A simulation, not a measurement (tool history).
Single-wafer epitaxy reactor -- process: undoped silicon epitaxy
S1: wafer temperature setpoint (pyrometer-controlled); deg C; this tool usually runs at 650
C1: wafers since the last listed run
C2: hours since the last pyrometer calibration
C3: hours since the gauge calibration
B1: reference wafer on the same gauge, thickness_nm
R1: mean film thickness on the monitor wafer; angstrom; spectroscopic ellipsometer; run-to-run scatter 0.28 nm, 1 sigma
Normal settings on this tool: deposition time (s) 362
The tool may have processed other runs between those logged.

{"run": 1, "day": 0.0, "S1": 650, "deposition time (s)": 405, "C1": 0, "C2": 440.8, "C3": 447.6, "B1": 51.326, "R1": 703.21}
{"run": 2, "day": 6.533, "S1": 650, "deposition time (s)": 405, "C1": 504, "C2": 597.6, "C3": 604.4, "B1": 51.175, "R1": 700.56}
{"run": 3, "day": 10.5, "S1": 650, "deposition time (s)": 362, "C1": 306, "C2": 692.8, "C3": 699.6, "B1": 51.102, "R1": 624.29}
{"run": 4, "day": 14.392, "S1": 654, "deposition time (s)": 362, "C1": 300, "C2": 786.2, "C3": 793.0, "B1": 50.998, "R1": 667.73}
{"run": 5, "day": 16.867, "S1": 640, "deposition time (s)": 362, "C1": 191, "C2": 845.6, "C3": 852.4, "B1": 50.969, "R1": 512.81}
{"run": 6, "day": 20.608, "S1": 640, "deposition time (s)": 362, "C1": 288, "C2": 935.4, "C3": 942.2, "B1": 50.83, "R1": 507.52}
{"run": 7, "day": 24.9, "S1": 640, "deposition time (s)": 362, "C1": 331, "C2": 1038.4, "C3": 1045.2, "B1": 50.659, "R1": 510.04}
{"run": 8, "day": 28.258, "S1": 646, "deposition time (s)": 402, "C1": 259, "C2": 1119.0, "C3": 1125.8, "B1": 50.59, "R1": 637.91}
{"run": 9, "day": 31.571, "S1": 646, "deposition time (s)": 402, "C1": 255, "C2": 1198.5, "C3": 1205.3, "B1": 50.498, "R1": 630.93}
{"run": 10, "day": 34.808, "S1": 658, "deposition time (s)": 362, "C1": 249, "C2": 1276.2, "C3": 1283.0, "B1": 50.387, "R1": 718.59}
{"run": 11, "day": 36.817, "S1": 650, "deposition time (s)": 393, "C1": 155, "C2": 1324.4, "C3": 1331.2, "B1": 50.317, "R1": 671.11}
{"day": 39.533, "done": "pyrometer calibrated"}
{"run": 12, "day": 44.008, "S1": 661, "deposition time (s)": 362, "C1": 529, "C2": 107.4, "C3": 1503.8, "B1": 50.163, "R1": 751.23}
{"run": 13, "day": 45.783, "S1": 661, "deposition time (s)": 362, "C1": 137, "C2": 150.0, "C3": 1546.4, "B1": 50.155, "R1": 756.97}
{"run": 14, "day": 48.996, "S1": 650, "deposition time (s)": 362, "C1": 247, "C2": 227.1, "C3": 1623.5, "B1": 50.059, "R1": 608.55}
{"run": 15, "day": 51.246, "S1": 650, "deposition time (s)": 362, "C1": 173, "C2": 281.1, "C3": 1677.5, "B1": 49.971, "R1": 607.37}
{"day": 51.821, "done": "gauge calibrated"}
{"run": 16, "day": 53.167, "S1": 659, "deposition time (s)": 362, "C1": 148, "C2": 327.2, "C3": 32.3, "B1": 51.851, "R1": 749.75}
{"run": 17, "day": 54.85, "S1": 650, "deposition time (s)": 362, "C1": 129, "C2": 367.6, "C3": 72.7, "B1": 51.844, "R1": 629.5}
{"run": 18, "day": 56.867, "S1": 650, "deposition time (s)": 342, "C1": 155, "C2": 416.0, "C3": 121.1, "B1": 51.909, "R1": 598.56}
{"run": 19, "day": 61.021, "S1": 650, "deposition time (s)": 331, "C1": 320, "C2": 515.7, "C3": 220.8, "B1": 51.692, "R1": 579.68}
{"run": 20, "day": 63.679, "S1": 636, "deposition time (s)": 392, "C1": 205, "C2": 579.5, "C3": 284.6, "B1": 51.737, "R1": 518.5}
{"run": 21, "day": 67.083, "S1": 638, "deposition time (s)": 362, "C1": 262, "C2": 661.2, "C3": 366.3, "B1": 51.545, "R1": 500.24}
{"run": 22, "day": 69.558, "S1": 650, "deposition time (s)": 362, "C1": 191, "C2": 720.6, "C3": 425.7, "B1": 51.507, "R1": 630.69}
{"run": 23, "day": 73.267, "S1": 662, "deposition time (s)": 321, "C1": 286, "C2": 809.6, "C3": 514.7, "B1": 51.375, "R1": 692.9}
{"run": 24, "day": 74.988, "S1": 638, "deposition time (s)": 398, "C1": 132, "C2": 850.9, "C3": 556.0, "B1": 51.327, "R1": 549.34}
{"run": 25, "day": 77.008, "S1": 643, "deposition time (s)": 332, "C1": 155, "C2": 899.4, "C3": 604.5, "B1": 51.238, "R1": 501.28}
{"run": 26, "day": 80.762, "S1": 639, "deposition time (s)": 410, "C1": 289, "C2": 989.5, "C3": 694.6, "B1": 51.14, "R1": 573.95}
{"run": 27, "day": 82.796, "S1": 660, "deposition time (s)": 362, "C1": 156, "C2": 1038.3, "C3": 743.4, "B1": 51.138, "R1": 755.82}
{"run": 28, "day": 85.912, "S1": 640, "deposition time (s)": 407, "C1": 240, "C2": 1113.1, "C3": 818.2, "B1": 50.98, "R1": 575.8}
{"run": 29, "day": 90.321, "S1": 654, "deposition time (s)": 294, "C1": 340, "C2": 1218.9, "C3": 924.0, "B1": 50.955, "R1": 545.27}
{"run": 30, "day": 94.004, "S1": 636, "deposition time (s)": 362, "C1": 284, "C2": 1307.3, "C3": 1012.4, "B1": 50.808, "R1": 473.45}
{"run": 31, "day": 97.008, "S1": 641, "deposition time (s)": 333, "C1": 231, "C2": 1379.4, "C3": 1084.5, "B1": 50.836, "R1": 475.39}
{"run": 32, "day": 99.246, "S1": 640, "deposition time (s)": 430, "C1": 172, "C2": 1433.1, "C3": 1138.2, "B1": 50.775, "R1": 603.91}
{"day": 100.75, "done": "pyrometer calibrated"}
{"run": 33, "day": 100.958, "S1": 664, "deposition time (s)": 393, "C1": 106, "C2": 5.0, "C3": 1179.3, "B1": 50.654, "R1": 867.54}
{"run": 34, "day": 104.542, "S1": 650, "deposition time (s)": 362, "C1": 276, "C2": 91.0, "C3": 1265.3, "B1": 50.625, "R1": 613.86}
{"run": 35, "day": 108.85, "S1": 650, "deposition time (s)": 362, "C1": 332, "C2": 194.4, "C3": 1368.7, "B1": 50.453, "R1": 615.06}
{"run": 36, "day": 111.588, "S1": 645, "deposition time (s)": 362, "C1": 211, "C2": 260.1, "C3": 1434.4, "B1": 50.433, "R1": 555.39}
{"run": 37, "day": 114.538, "S1": 665, "deposition time (s)": 424, "C1": 227, "C2": 330.9, "C3": 1505.2, "B1": 50.302, "R1": 955.48}
{"run": 38, "day": 118.288, "S1": 639, "deposition time (s)": 427, "C1": 289, "C2": 420.9, "C3": 1595.2, "B1": 50.234, "R1": 587.32}
{"run": 39, "day": 121.688, "S1": 650, "deposition time (s)": 362, "C1": 262, "C2": 502.5, "C3": 1676.8, "B1": 50.157, "R1": 615.46}

Give the tool's hidden conditions for every run:
wafer temperature above the value expected at the setpoint (K): 0 on each run
H1: gauge reads high (%)
run=1 H1=-1.48
run=2 H1=-1.81
run=3 H1=-2.01
run=4 H1=-2.2
run=5 H1=-2.33
run=6 H1=-2.51
run=7 H1=-2.73
run=8 H1=-2.9
run=9 H1=-3.06
run=10 H1=-3.23
run=11 H1=-3.33
run=12 H1=-3.69
run=13 H1=-3.78
run=14 H1=-3.94
run=15 H1=-4.05
run=16 H1=-0.356
run=17 H1=-0.441
run=18 H1=-0.542
run=19 H1=-0.751
run=20 H1=-0.884
run=21 H1=-1.06
run=22 H1=-1.18
run=23 H1=-1.37
run=24 H1=-1.45
run=25 H1=-1.55
run=26 H1=-1.74
run=27 H1=-1.85
run=28 H1=-2
run=29 H1=-2.22
run=30 H1=-2.41
run=31 H1=-2.56
run=32 H1=-2.67
run=33 H1=-2.76
run=34 H1=-2.94
run=35 H1=-3.16
run=36 H1=-3.29
run=37 H1=-3.44
run=38 H1=-3.63
run=39 H1=-3.8
